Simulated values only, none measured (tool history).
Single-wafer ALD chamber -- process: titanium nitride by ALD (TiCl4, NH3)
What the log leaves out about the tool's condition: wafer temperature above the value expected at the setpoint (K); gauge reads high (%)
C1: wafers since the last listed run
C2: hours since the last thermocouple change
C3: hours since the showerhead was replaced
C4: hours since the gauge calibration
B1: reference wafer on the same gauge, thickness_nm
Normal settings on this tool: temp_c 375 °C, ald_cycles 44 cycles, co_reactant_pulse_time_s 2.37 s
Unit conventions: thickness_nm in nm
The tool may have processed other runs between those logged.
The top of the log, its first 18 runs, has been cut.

run 19 hour=1688.2 | temp_c=375 ald_cycles=44 co_reactant_pulse_time_s=2.37 | C1=409 C2=1923.7 C3=797 C4=769.3 | B1=0.903 | thickness_nm=0.942
run 20 hour=1771 | temp_c=389 ald_cycles=40 co_reactant_pulse_time_s=2.92 | C1=440 C2=2006.5 C3=879.8 C4=852.1 | B1=0.902 | thickness_nm=0.879
run 21 hour=1876.3 | temp_c=389 ald_cycles=37 co_reactant_pulse_time_s=1.48 | C1=560 C2=2111.8 C3=985.1 C4=957.4 | B1=0.902 | thickness_nm=0.772
run 22 hour=1932.1 | temp_c=363 ald_cycles=40 co_reactant_pulse_time_s=2.87 | C1=296 C2=2167.6 C3=1040.9 C4=1013.2 | B1=0.901 | thickness_nm=0.854
run 23 hour=1976.2 | temp_c=380 ald_cycles=52 co_reactant_pulse_time_s=1.96 | C1=234 C2=2211.7 C3=1085 C4=1057.3 | B1=0.903 | thickness_nm=1.098
run 24 hour=2072.4 | temp_c=365 ald_cycles=36 co_reactant_pulse_time_s=2.72 | C1=511 C2=2307.9 C3=1181.2 C4=1153.5 | B1=0.904 | thickness_nm=0.762
run 25 hour=2147.7 | temp_c=384 ald_cycles=36 co_reactant_pulse_time_s=2.37 | C1=400 C2=2383.2 C3=1256.5 C4=1228.8 | B1=0.901 | thickness_nm=0.769
run 26 hour=2194.1 | temp_c=375 ald_cycles=44 co_reactant_pulse_time_s=2.37 | C1=246 C2=2429.6 C3=1302.9 C4=1275.2 | B1=0.901 | thickness_nm=0.939
run 27 hour=2276.7 | temp_c=363 ald_cycles=40 co_reactant_pulse_time_s=2.87 | C1=439 C2=2512.2 C3=1385.5 C4=1357.8 | B1=0.905 | thickness_nm=0.858
run 28 hour=2340.6 | temp_c=363 ald_cycles=52 co_reactant_pulse_time_s=1.74 | C1=340 C2=2576.1 C3=1449.4 C4=1421.7 | B1=0.9 | thickness_nm=1.048
-- hour=2361.9 thermocouple changed; heater temperature recalibrated
run 29 hour=2417.6 | temp_c=382 ald_cycles=38 co_reactant_pulse_time_s=3.07 | C1=367 C2=55.7 C3=1526.4 C4=1498.7 | B1=0.902 | thickness_nm=0.833
run 30 hour=2524.5 | temp_c=375 ald_cycles=44 co_reactant_pulse_time_s=2.72 | C1=568 C2=162.6 C3=1633.3 C4=1605.6 | B1=0.905 | thickness_nm=0.948
run 31 hour=2566.3 | temp_c=375 ald_cycles=52 co_reactant_pulse_time_s=2.77 | C1=222 C2=204.4 C3=1675.1 C4=1647.4 | B1=0.901 | thickness_nm=1.119
run 32 hour=2613.7 | temp_c=360 ald_cycles=44 co_reactant_pulse_time_s=3.03 | C1=252 C2=251.8 C3=1722.5 C4=1694.8 | B1=0.903 | thickness_nm=0.925
run 33 hour=2660.5 | temp_c=375 ald_cycles=50 co_reactant_pulse_time_s=2.66 | C1=249 C2=298.6 C3=1769.3 C4=1741.6 | B1=0.903 | thickness_nm=1.075
run 34 hour=2741.5 | temp_c=375 ald_cycles=44 co_reactant_pulse_time_s=2.37 | C1=431 C2=379.6 C3=1850.3 C4=1822.6 | B1=0.904 | thickness_nm=0.934
run 35 hour=2787.8 | temp_c=375 ald_cycles=44 co_reactant_pulse_time_s=2.66 | C1=246 C2=425.9 C3=1896.6 C4=1868.9 | B1=0.902 | thickness_nm=0.94
run 36 hour=2859.6 | temp_c=375 ald_cycles=44 co_reactant_pulse_time_s=2.37 | C1=382 C2=497.7 C3=1968.4 C4=1940.7 | B1=0.901 | thickness_nm=0.941
run 37 hour=2907.9 | temp_c=362 ald_cycles=41 co_reactant_pulse_time_s=1.5 | C1=257 C2=546 C3=2016.7 C4=1989 | B1=0.902 | thickness_nm=0.827
run 38 hour=2957.2 | temp_c=363 ald_cycles=49 co_reactant_pulse_time_s=1.67 | C1=262 C2=595.3 C3=2066 C4=2038.3 | B1=0.903 | thickness_nm=0.999

3 ways to go on from here, each from the tool as it stands after run 38. What would each give?
run A hour=2957.7 | temp_c=375 ald_cycles=44 co_reactant_pulse_time_s=2.37 | C1=2 C2=595.8 C3=2066.5 C4=2038.8 | B1=? | thickness_nm=?
run B hour=2957.7 | temp_c=375 ald_cycles=40 co_reactant_pulse_time_s=2.37 | C1=2 C2=595.8 C3=2066.5 C4=2038.8 | B1=? | thickness_nm=?
run C hour=2957.7 | temp_c=365 ald_cycles=47 co_reactant_pulse_time_s=2.37 | C1=2 C2=595.8 C3=2066.5 C4=2038.8 | B1=? | thickness_nm=?

run=A B1=0.902 thickness_nm=0.941
run=B B1=0.902 thickness_nm=0.855
run=C B1=0.902 thickness_nm=0.99
Had the tool no hidden state, the same runs would have come out as:
run=A thickness_nm=0.941
run=B thickness_nm=0.855
run=C thickness_nm=0.99
